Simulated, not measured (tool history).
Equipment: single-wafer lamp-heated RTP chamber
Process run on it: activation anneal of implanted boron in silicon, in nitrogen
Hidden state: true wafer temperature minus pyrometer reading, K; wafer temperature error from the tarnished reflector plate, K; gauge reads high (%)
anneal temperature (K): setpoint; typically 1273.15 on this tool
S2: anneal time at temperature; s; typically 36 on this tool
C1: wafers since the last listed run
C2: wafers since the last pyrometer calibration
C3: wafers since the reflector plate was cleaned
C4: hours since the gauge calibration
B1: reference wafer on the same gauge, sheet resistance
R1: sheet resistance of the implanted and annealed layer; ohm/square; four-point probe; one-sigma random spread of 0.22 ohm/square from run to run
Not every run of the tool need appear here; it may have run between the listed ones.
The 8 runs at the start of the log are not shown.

Run 9, hour 110.4: usual settings; C1 123; C2 5283; C3 7444; C4 97.5; B1 88.00. Result: R1 98.44 ohm/square.
Run 10, hour 123.6: usual settings; C1 102; C2 5386; C3 7546; C4 110.7; B1 87.99. Result: R1 98.40 ohm/square.
Run 11, hour 131.2: usual settings; C1 59; C2 5445; C3 7606; C4 118.3; B1 88.04. Result: R1 98.11 ohm/square.
Run 12, hour 148.3: usual settings; C1 133; C2 5578; C3 7739; C4 135.4; B1 88.00. Result: R1 98.63 ohm/square.
At hour 161.8: reflector plate cleaned.
Run 13, hour 162.3: usual settings but anneal temperature (K) 1279.15; C1 46; C2 5625; C3 4; C4 149.4; B1 87.98. Result: R1 97.59 ohm/square.
Run 14, hour 172.9: usual settings but anneal temperature (K) 1279.15; C1 82; C2 5707; C3 86; C4 160.0; B1 88.02. Result: R1 97.99 ohm/square.
Run 15, hour 180.3: usual settings but anneal temperature (K) 1279.15; C1 57; C2 5765; C3 144; C4 167.4; B1 88.02. Result: R1 97.23 ohm/square.
Run 16, hour 194.8: usual settings but anneal temperature (K) 1292.15; C1 112; C2 5878; C3 256; C4 181.9; B1 88.01. Result: R1 96.65 ohm/square.
Run 17, hour 212.5: usual settings but anneal temperature (K) 1292.15, S2 26 s; C1 137; C2 6015; C3 394; C4 199.6; B1 88.04. Result: R1 96.69 ohm/square.
Run 18, hour 225.3: usual settings; C1 99; C2 6115; C3 494; C4 212.4; B1 88.00. Result: R1 98.44 ohm/square.
Run 19, hour 234.6: usual settings but S2 29 s; C1 72; C2 6187; C3 566; C4 221.7; B1 88.00. Result: R1 98.28 ohm/square.
Run 20, hour 243.2: usual settings but anneal temperature (K) 1249.15; C1 66; C2 6254; C3 633; C4 230.3; B1 87.99. Result: R1 104.60 ohm/square.
At hour 258.1: pyrometer window cleaned and pyrometer calibrated.
Run 21, hour 258.6: usual settings but anneal temperature (K) 1302.15, S2 17 s; C1 57; C2 4; C3 690; C4 245.7; B1 88.02. Result: R1 96.35 ohm/square.
Run 22, hour 261.7: usual settings; C1 24; C2 28; C3 715; C4 248.8; B1 88.02. Result: R1 97.83 ohm/square.
At hour 261.9: gauge calibrated.
Run 23, hour 278.2: usual settings but anneal temperature (K) 1286.15, S2 54 s; C1 128; C2 156; C3 843; C4 16.3; B1 87.99. Result: R1 95.66 ohm/square.
Run 24, hour 291.3: usual settings but anneal temperature (K) 1294.15, S2 45 s; C1 101; C2 258; C3 945; C4 29.4; B1 88.03. Result: R1 95.17 ohm/square.
Run 25, hour 303.7: usual settings but anneal temperature (K) 1265.15, S2 29 s; C1 96; C2 355; C3 1041; C4 41.8; B1 87.96. Result: R1 99.38 ohm/square.
Run 26, hour 317.2: usual settings but anneal temperature (K) 1255.15, S2 57 s; C1 105; C2 460; C3 1146; C4 55.3; B1 87.96. Result: R1 99.61 ohm/square.
Run 27, hour 331.2: usual settings but anneal temperature (K) 1287.15, S2 18 s; C1 108; C2 568; C3 1255; C4 69.3; B1 88.01. Result: R1 96.74 ohm/square.
Run 28, hour 339.8: usual settings but anneal temperature (K) 1282.15, S2 49 s; C1 66; C2 635; C3 1322; C4 77.9; B1 87.99. Result: R1 96.40 ohm/square.
At hour 351.4: pyrometer window cleaned and pyrometer calibrated, repeated, since the last time left the tool worse.
Run 29, hour 353.4: usual settings but anneal temperature (K) 1247.15, S2 19 s; C1 43; C2 15; C3 1366; C4 91.5; B1 87.99. Result: R1 114.83 ohm/square.
Run 30, hour 365.7: usual settings but anneal temperature (K) 1258.15, S2 18 s; C1 95; C2 111; C3 1461; C4 103.8; B1 87.99. Result: R1 107.89 ohm/square.
Run 31, hour 378.9: usual settings but anneal temperature (K) 1251.15, S2 46 s; C1 102; C2 214; C3 1564; C4 117.0; B1 88.01. Result: R1 105.86 ohm/square.

What if the next run were any one of these 4? Each begins from the tool's condition after run 31:
Run A, hour 379.3: usual settings but anneal temperature (K) 1301.15; C1 3; C2 217; C3 1567; C4 117.4; B1 ?. Result: R1 ?.
Run B, hour 379.3: usual settings but anneal temperature (K) 1247.15, S2 50 s; C1 3; C2 217; C3 1567; C4 117.4; B1 ?. Result: R1 ?.
Run C, hour 379.3: usual settings but anneal temperature (K) 1256.15, S2 46 s; C1 3; C2 217; C3 1567; C4 117.4; B1 ?. Result: R1 ?.
Run D, hour 379.3: usual settings but anneal temperature (K) 1251.15, S2 23 s; C1 3; C2 217; C3 1567; C4 117.4; B1 ?. Result: R1 ?.

run     B1      R1
  A  87.98   95.71
  B  87.98  106.78
  C  87.98  103.20
  D  87.98  109.14
What these runs would have given with no unlogged condition in the tool:
run      R1
  A   95.85
  B  107.81
  C  103.96
  D  110.36
